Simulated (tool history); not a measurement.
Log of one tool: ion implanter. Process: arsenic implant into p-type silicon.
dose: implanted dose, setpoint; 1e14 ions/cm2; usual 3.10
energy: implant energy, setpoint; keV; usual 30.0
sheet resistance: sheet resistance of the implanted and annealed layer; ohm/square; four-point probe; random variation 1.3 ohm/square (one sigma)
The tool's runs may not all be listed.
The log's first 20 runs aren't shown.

| run | hour | dose | energy | wafers since the last listed run | hours since the last dose calibration | hours since the extraction supply was calibrated | hours since the gauge calibration | read-back reference wafer on the same gauge, sheet resistance | sheet resistance |
|---|---|---|---|---|---|---|---|---|---|
| 21 | 1140.1 | 3.72 | 25.0 | 1329 | 593.1 | 680.6 | 240.2 | 248.92 | 233.22 |
| 22 | 1169.7 | 2.56 | 25.0 | 758 | 622.7 | 710.2 | 269.8 | 249.19 | 311.41 |
| 23 | 1220.8 | 2.36 | 25.5 | 1308 | 673.8 | 761.3 | 320.9 | 249.49 | 324.02 |
| 24 | 1279.5 | 4.03 | 30.0 | 1503 | 732.5 | 820.0 | 379.6 | 249.44 | 212.21 |
| 25 | 1311.2 | 2.56 | 21.5 | 811 | 764.2 | 851.7 | 411.3 | 249.16 | 314.02 |
| 26 | 1345.6 | 3.10 | 30.0 | 880 | 798.6 | 886.1 | 445.7 | 248.94 | 257.72 |
| 27 | 1377.7 | 3.10 | 30.0 | 822 | 830.7 | 918.2 | 477.8 | 249.43 | 261.44 |
| 28 | 1413.4 | 2.22 | 30.0 | 914 | 866.4 | 953.9 | 513.5 | 249.11 | 335.33 |
| 29 | 1469.9 | 3.10 | 30.0 | 1446 | 922.9 | 1010.4 | 570.0 | 249.12 | 261.03 |
| 30 | 1495.9 | 3.10 | 30.0 | 665 | 948.9 | 1036.4 | 596.0 | 248.67 | 260.45 |
| 31 | 1553.0 | 3.10 | 30.0 | 1462 | 1006.0 | 1093.5 | 653.1 | 248.62 | 260.74 |
| 32 | 1601.4 | 4.01 | 25.0 | 1239 | 1054.4 | 1141.9 | 701.5 | 248.77 | 220.06 |
| 33 | 1666.6 | 2.86 | 30.0 | 1669 | 1119.6 | 1207.1 | 766.7 | 248.83 | 276.89 |
| 34 | 1696.5 | 3.10 | 30.0 | 765 | 1149.5 | 1237.0 | 796.6 | 249.19 | 258.56 |
|  | 1781.5 | Faraday cup replaced and dose calibrated |
| 35 | 1804.6 | 3.83 | 25.0 | 2563 | 23.1 | 1345.1 | 904.7 | 249.44 | 227.29 |
| 36 | 1829.6 | 3.61 | 30.0 | 640 | 48.1 | 1370.1 | 929.7 | 248.91 | 233.07 |

Forecast each of these 5 alternatives for the next run:
| A | 1830.0 | 3.10 | 22.0 | 10 | 48.5 | 1370.5 | 930.1 | ? | ? |
| B | 1830.0 | 2.54 | 34.5 | 10 | 48.5 | 1370.5 | 930.1 | ? | ? |
| C | 1830.0 | 3.89 | 35.5 | 10 | 48.5 | 1370.5 | 930.1 | ? | ? |
| D | 1830.0 | 3.69 | 38.5 | 10 | 48.5 | 1370.5 | 930.1 | ? | ? |
| E | 1830.0 | 2.27 | 30.0 | 10 | 48.5 | 1370.5 | 930.1 | ? | ? |

| run | read-back reference wafer on the same gauge, sheet resistance | sheet resistance |
|---|---|---|
| A | 249.42 | 272.58 |
| B | 249.42 | 297.18 |
| C | 249.42 | 214.79 |
| D | 249.42 | 220.98 |
| E | 249.42 | 329.62 |
Without the tool's hidden state the same runs would have given:
| run | sheet resistance |
|---|---|
| A | 272.58 |
| B | 297.18 |
| C | 214.79 |
| D | 220.98 |
| E | 329.62 |
